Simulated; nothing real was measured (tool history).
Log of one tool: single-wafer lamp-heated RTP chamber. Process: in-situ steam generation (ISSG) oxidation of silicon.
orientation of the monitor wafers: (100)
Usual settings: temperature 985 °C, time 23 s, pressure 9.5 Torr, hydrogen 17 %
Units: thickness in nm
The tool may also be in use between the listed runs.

run	hour	temperature	time	pressure	hydrogen	read-back reference wafer on the same gauge, thickness	thickness
1	0	985	23	9.5	17	4.608	4.809
2	10.4	985	23	9.5	17	4.608	4.777
3	26.1	985	23	9.5	17	4.608	4.754
4	33.8	985	23	9.5	17	4.608	4.78
5	49.8	985	23	9.5	17	4.609	4.797
6	64.3	985	23	9.5	17	4.615	4.78
7	77.6	985	23	9.5	17	4.609	4.824
8	91.3	985	23	9.5	17	4.605	4.824
# hour 112.7: pressure gauge zeroed
9	113.2	985	23	9.5	17	4.614	4.82

The next listed run, before its measurement:
10	119.8	994	18	10.2	17	?	?

read-back reference wafer on the same gauge, thickness: 4.611
thickness: 4.362 nm
Without the tool's hidden state the same run would have given thickness 4.362 nm.
